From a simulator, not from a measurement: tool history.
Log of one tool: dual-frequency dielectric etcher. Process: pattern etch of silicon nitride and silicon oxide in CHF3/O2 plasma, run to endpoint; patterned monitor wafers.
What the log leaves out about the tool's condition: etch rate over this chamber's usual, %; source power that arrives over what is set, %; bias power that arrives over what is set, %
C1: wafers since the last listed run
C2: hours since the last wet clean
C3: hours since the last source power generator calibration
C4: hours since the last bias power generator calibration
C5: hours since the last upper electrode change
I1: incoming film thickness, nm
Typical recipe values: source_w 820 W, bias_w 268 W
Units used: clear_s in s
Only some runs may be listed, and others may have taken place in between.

{"run": 1, "hour": 0.0, "source_w": 820, "bias_w": 268, "C1": 0, "C2": 152.2, "C3": 3977.6, "C4": 4370.4, "C5": 3464.2, "I1": 243.2, "clear_s": 136.4}
{"run": 2, "hour": 12.1, "source_w": 820, "bias_w": 289, "C1": 79, "C2": 164.3, "C3": 3989.7, "C4": 4382.5, "C5": 3476.3, "I1": 240.7, "clear_s": 130.6}
{"run": 3, "hour": 40.6, "source_w": 820, "bias_w": 268, "C1": 188, "C2": 192.8, "C3": 4018.2, "C4": 4411, "C5": 3504.8, "I1": 241.8, "clear_s": 134.3}
{"run": 4, "hour": 53.2, "source_w": 820, "bias_w": 268, "C1": 83, "C2": 205.4, "C3": 4030.8, "C4": 4423.6, "C5": 3517.4, "I1": 243.1, "clear_s": 134.8}
{"run": 5, "hour": 88.4, "source_w": 730, "bias_w": 268, "C1": 232, "C2": 240.6, "C3": 4066, "C4": 4458.8, "C5": 3552.6, "I1": 243.5, "clear_s": 139.1}
{"run": 6, "hour": 106.8, "source_w": 730, "bias_w": 268, "C1": 121, "C2": 259, "C3": 4084.4, "C4": 4477.2, "C5": 3571, "I1": 242.2, "clear_s": 137.8}
{"run": 7, "hour": 142.0, "source_w": 820, "bias_w": 268, "C1": 232, "C2": 294.2, "C3": 4119.6, "C4": 4512.4, "C5": 3606.2, "I1": 242.8, "clear_s": 134.5}
{"run": 8, "hour": 165.2, "source_w": 820, "bias_w": 268, "C1": 153, "C2": 317.4, "C3": 4142.8, "C4": 4535.6, "C5": 3629.4, "I1": 243.2, "clear_s": 134.5}
{"run": 9, "hour": 210.0, "source_w": 760, "bias_w": 268, "C1": 295, "C2": 362.2, "C3": 4187.6, "C4": 4580.4, "C5": 3674.2, "I1": 240.8, "clear_s": 135.6}
{"run": 10, "hour": 273.1, "source_w": 760, "bias_w": 268, "C1": 416, "C2": 425.3, "C3": 4250.7, "C4": 4643.5, "C5": 3737.3, "I1": 240.8, "clear_s": 134.5}
{"hour": 324.2, "done": "bias power generator calibrated"}
{"hour": 362.4, "done": "upper electrode replaced"}
{"run": 11, "hour": 362.9, "source_w": 690, "bias_w": 268, "C1": 407, "C2": 515.1, "C3": 4340.5, "C4": 38.7, "C5": 0.5, "I1": 240.2, "clear_s": 136.8}
{"hour": 389.5, "done": "wet clean of the chamber"}
{"run": 12, "hour": 390.0, "source_w": 720, "bias_w": 300, "C1": 20, "C2": 0.5, "C3": 4367.6, "C4": 65.8, "C5": 27.6, "I1": 240.8, "clear_s": 132.8}
{"run": 13, "hour": 402.7, "source_w": 820, "bias_w": 235, "C1": 83, "C2": 13.2, "C3": 4380.3, "C4": 78.5, "C5": 40.3, "I1": 243.4, "clear_s": 142.4}
{"hour": 416.8, "done": "source power generator calibrated"}
{"run": 14, "hour": 435.7, "source_w": 820, "bias_w": 206, "C1": 191, "C2": 46.2, "C3": 18.9, "C4": 111.5, "C5": 73.3, "I1": 241.2, "clear_s": 147.8}
{"run": 15, "hour": 455.6, "source_w": 820, "bias_w": 293, "C1": 131, "C2": 66.1, "C3": 38.8, "C4": 131.4, "C5": 93.2, "I1": 244, "clear_s": 131.5}
{"run": 16, "hour": 472.8, "source_w": 820, "bias_w": 293, "C1": 113, "C2": 83.3, "C3": 56, "C4": 148.6, "C5": 110.4, "I1": 239.9, "clear_s": 129}
{"run": 17, "hour": 495.9, "source_w": 820, "bias_w": 335, "C1": 152, "C2": 106.4, "C3": 79.1, "C4": 171.7, "C5": 133.5, "I1": 241.1, "clear_s": 122.7}
{"run": 18, "hour": 509.7, "source_w": 880, "bias_w": 268, "C1": 91, "C2": 120.2, "C3": 92.9, "C4": 185.5, "C5": 147.3, "I1": 242, "clear_s": 131.9}
{"run": 19, "hour": 531.1, "source_w": 940, "bias_w": 208, "C1": 141, "C2": 141.6, "C3": 114.3, "C4": 206.9, "C5": 168.7, "I1": 241, "clear_s": 141.1}
{"run": 20, "hour": 559.7, "source_w": 930, "bias_w": 298, "C1": 188, "C2": 170.2, "C3": 142.9, "C4": 235.5, "C5": 197.3, "I1": 241.2, "clear_s": 124.8}
{"run": 21, "hour": 575.1, "source_w": 620, "bias_w": 285, "C1": 101, "C2": 185.6, "C3": 158.3, "C4": 250.9, "C5": 212.7, "I1": 243.1, "clear_s": 139.5}

Run 22, settings as shown, results not yet in. Your forecast:
{"run": 22, "hour": 589.3, "source_w": 820, "bias_w": 289, "C1": 93, "C2": 199.8, "C3": 172.5, "C4": 265.1, "C5": 226.9, "I1": 241.3, "clear_s": "?"}

Run 22 measured clear_s 129.5 s.
Minus the tool's unlogged condition, the same run would have read clear_s 131.2 s.
